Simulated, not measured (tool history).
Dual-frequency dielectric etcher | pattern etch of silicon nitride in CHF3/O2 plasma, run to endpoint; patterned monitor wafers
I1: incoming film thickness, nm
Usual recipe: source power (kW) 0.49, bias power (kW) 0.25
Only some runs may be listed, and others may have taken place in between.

Run 1, day 0: usual settings but source power (kW) 0.4; I1 112.2. Result: endpoint time (s) 91.2.
Run 2, day 4.479: usual settings but source power (kW) 0.4; I1 111.3. Result: endpoint time (s) 91.8.
Run 3, day 7.038: usual settings but source power (kW) 0.4; I1 113.4. Result: endpoint time (s) 94.3.
At day 8.05: wet clean of the chamber.
Run 4, day 9.367: usual settings; I1 112.6. Result: endpoint time (s) 80.6.
Run 5, day 11.371: usual settings; I1 112. Result: endpoint time (s) 81.9.
Run 6, day 15.604: usual settings; I1 112.4. Result: endpoint time (s) 82.2.
Run 7, day 17.571: usual settings; I1 112.5. Result: endpoint time (s) 82.4.
At day 20.504: upper electrode replaced.
Run 8, day 21.721: usual settings; I1 113.3. Result: endpoint time (s) 83.4.
Run 9, day 33.221: usual settings; I1 112.7. Result: endpoint time (s) 86.3.

Run 10, settings as shown, results not yet in. Your forecast:
At day 34.904: wet clean of the chamber.
Run 10, day 36.35: usual settings but source power (kW) 0.6, bias power (kW) 0.294; I1 113.5. Result: endpoint time (s) ?.

endpoint time (s): 71.1
The same run, on a tool lacking any hidden state, would have yielded endpoint time (s) 70.4.
